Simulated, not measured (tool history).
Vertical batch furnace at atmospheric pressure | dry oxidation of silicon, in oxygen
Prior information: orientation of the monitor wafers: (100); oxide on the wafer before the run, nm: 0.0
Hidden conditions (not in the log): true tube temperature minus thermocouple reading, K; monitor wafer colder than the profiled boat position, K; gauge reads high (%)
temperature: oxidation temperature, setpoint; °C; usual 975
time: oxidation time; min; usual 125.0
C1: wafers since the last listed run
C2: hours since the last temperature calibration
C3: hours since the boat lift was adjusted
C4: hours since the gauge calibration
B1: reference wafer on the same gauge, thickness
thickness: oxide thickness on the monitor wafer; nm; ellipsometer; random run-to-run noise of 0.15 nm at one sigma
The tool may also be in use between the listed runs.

{"run": 1, "hour": 0.0, "temperature": 975, "time": 125.0, "C1": 0, "C2": 2841.8, "C3": 3825.6, "C4": 583.6, "B1": 72.91, "thickness": 63.71}
{"run": 2, "hour": 50.4, "temperature": 975, "time": 94.0, "C1": 609, "C2": 2892.2, "C3": 3876.0, "C4": 634.0, "B1": 72.87, "thickness": 52.17}
{"run": 3, "hour": 221.2, "temperature": 975, "time": 125.0, "C1": 2065, "C2": 3063.0, "C3": 4046.8, "C4": 804.8, "B1": 72.86, "thickness": 63.45}
{"run": 4, "hour": 264.2, "temperature": 975, "time": 125.0, "C1": 519, "C2": 3106.0, "C3": 4089.8, "C4": 847.8, "B1": 72.91, "thickness": 63.81}
{"run": 5, "hour": 323.3, "temperature": 975, "time": 125.0, "C1": 714, "C2": 3165.1, "C3": 4148.9, "C4": 906.9, "B1": 72.91, "thickness": 63.44}
{"run": 6, "hour": 381.1, "temperature": 975, "time": 125.0, "C1": 698, "C2": 3222.9, "C3": 4206.7, "C4": 964.7, "B1": 72.9, "thickness": 63.23}
{"hour": 435.5, "done": "thermocouples replaced and temperature profile calibrated"}
{"run": 7, "hour": 436.0, "temperature": 975, "time": 125.0, "C1": 373, "C2": 0.5, "C3": 4261.6, "C4": 1019.6, "B1": 72.92, "thickness": 63.29}
{"run": 8, "hour": 493.1, "temperature": 975, "time": 125.0, "C1": 690, "C2": 57.6, "C3": 4318.7, "C4": 1076.7, "B1": 72.89, "thickness": 63.51}
{"run": 9, "hour": 611.2, "temperature": 975, "time": 125.0, "C1": 1427, "C2": 175.7, "C3": 4436.8, "C4": 1194.8, "B1": 72.91, "thickness": 63.83}
{"hour": 678.2, "done": "boat lift adjusted"}
{"run": 10, "hour": 678.7, "temperature": 975, "time": 125.0, "C1": 525, "C2": 243.2, "C3": 0.5, "C4": 1262.3, "B1": 72.9, "thickness": 63.95}
{"run": 11, "hour": 727.2, "temperature": 975, "time": 125.0, "C1": 586, "C2": 291.7, "C3": 49.0, "C4": 1310.8, "B1": 72.9, "thickness": 63.48}
{"run": 12, "hour": 787.1, "temperature": 986, "time": 125.0, "C1": 724, "C2": 351.6, "C3": 108.9, "C4": 1370.7, "B1": 72.88, "thickness": 69.63}
{"run": 13, "hour": 827.9, "temperature": 993, "time": 141.0, "C1": 493, "C2": 392.4, "C3": 149.7, "C4": 1411.5, "B1": 72.92, "thickness": 80.87}
{"run": 14, "hour": 858.0, "temperature": 975, "time": 125.0, "C1": 363, "C2": 422.5, "C3": 179.8, "C4": 1441.6, "B1": 72.87, "thickness": 63.64}
{"run": 15, "hour": 896.4, "temperature": 997, "time": 78.0, "C1": 464, "C2": 460.9, "C3": 218.2, "C4": 1480.0, "B1": 72.89, "thickness": 55.63}
{"run": 16, "hour": 955.9, "temperature": 975, "time": 125.0, "C1": 719, "C2": 520.4, "C3": 277.7, "C4": 1539.5, "B1": 72.92, "thickness": 63.33}
{"hour": 1096.9, "done": "gauge calibrated"}
{"run": 17, "hour": 1103.4, "temperature": 997, "time": 125.0, "C1": 1783, "C2": 667.9, "C3": 425.2, "C4": 6.5, "B1": 72.92, "thickness": 77.08}
{"run": 18, "hour": 1173.4, "temperature": 986, "time": 174.5, "C1": 846, "C2": 737.9, "C3": 495.2, "C4": 76.5, "B1": 72.9, "thickness": 87.81}
{"run": 19, "hour": 1223.6, "temperature": 992, "time": 102.0, "C1": 606, "C2": 788.1, "C3": 545.4, "C4": 126.7, "B1": 72.9, "thickness": 63.84}
{"run": 20, "hour": 1261.9, "temperature": 975, "time": 166.0, "C1": 463, "C2": 826.4, "C3": 583.7, "C4": 165.0, "B1": 72.91, "thickness": 77.8}
{"run": 21, "hour": 1289.9, "temperature": 956, "time": 125.0, "C1": 338, "C2": 854.4, "C3": 611.7, "C4": 193.0, "B1": 72.94, "thickness": 54.46}
{"run": 22, "hour": 1315.2, "temperature": 975, "time": 125.0, "C1": 305, "C2": 879.7, "C3": 637.0, "C4": 218.3, "B1": 72.91, "thickness": 63.38}
{"run": 23, "hour": 1378.2, "temperature": 991, "time": 186.0, "C1": 761, "C2": 942.7, "C3": 700.0, "C4": 281.3, "B1": 72.86, "thickness": 96.4}

Hidden state, per run?
true tube temperature minus thermocouple reading, K: 0 across all the runs
monitor wafer colder than the profiled boat position, K: 0 across all the runs
gauge reads high (%): 0 across all the runs
